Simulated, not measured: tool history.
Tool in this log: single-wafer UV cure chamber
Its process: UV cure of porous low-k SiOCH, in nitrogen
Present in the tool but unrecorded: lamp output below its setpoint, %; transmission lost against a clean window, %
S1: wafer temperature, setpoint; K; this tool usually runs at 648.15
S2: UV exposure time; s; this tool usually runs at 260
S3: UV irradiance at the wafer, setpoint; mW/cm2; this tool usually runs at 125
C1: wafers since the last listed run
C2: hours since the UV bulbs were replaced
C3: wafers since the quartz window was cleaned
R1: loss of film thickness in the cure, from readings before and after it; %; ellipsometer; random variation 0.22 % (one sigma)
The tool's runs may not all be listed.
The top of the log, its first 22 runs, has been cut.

| run | hour | S1 | S2 | S3 | C1 | C2 | C3 | R1 |
|---|---|---|---|---|---|---|---|---|
| 23 | 599.6 | 648.15 | 260 | 125 | 402 | 69.6 | 1486 | 12.971 |
| 24 | 626.1 | 648.15 | 260 | 125 | 320 | 96.1 | 1806 | 13.368 |
| 25 | 658.8 | 640.15 | 260 | 146 | 395 | 128.8 | 2202 | 13.954 |
| 26 | 681.1 | 648.15 | 260 | 125 | 269 | 151.1 | 2471 | 13.267 |
|  | 702.3 | quartz window cleaned |
| 27 | 707.0 | 656.15 | 260 | 139 | 216 | 177.0 | 56 | 13.533 |
| 28 | 720.5 | 632.15 | 410 | 155 | 163 | 190.5 | 220 | 15.831 |
| 29 | 743.5 | 662.15 | 110 | 160 | 278 | 213.5 | 498 | 10.843 |
| 30 | 757.9 | 648.15 | 260 | 125 | 174 | 227.9 | 672 | 13.212 |
| 31 | 834.9 | 659.15 | 355 | 138 | 931 | 304.9 | 1603 | 15.306 |
| 32 | 853.6 | 648.15 | 215 | 125 | 226 | 323.6 | 1829 | 12.595 |
| 33 | 888.2 | 648.15 | 260 | 137 | 418 | 358.2 | 2248 | 13.351 |
| 34 | 917.4 | 666.15 | 260 | 125 | 353 | 387.4 | 2601 | 13.359 |

Predict each of these 3 candidate next runs independently; none follows another, all start after run 34:
| A | 917.8 | 653.15 | 260 | 125 | 4 | 387.8 | 2605 | ? |
| B | 917.8 | 665.15 | 180 | 112 | 4 | 387.8 | 2605 | ? |
| C | 917.8 | 648.15 | 120 | 125 | 4 | 387.8 | 2605 | ? |

| run | R1 |
|---|---|
| A | 13.498 |
| B | 11.558 |
| C | 9.972 |
Stripped of hidden state, with their random variation kept, the same runs would have yielded:
| run | R1 |
|---|---|
| A | 13.721 |
| B | 11.773 |
| C | 10.181 |
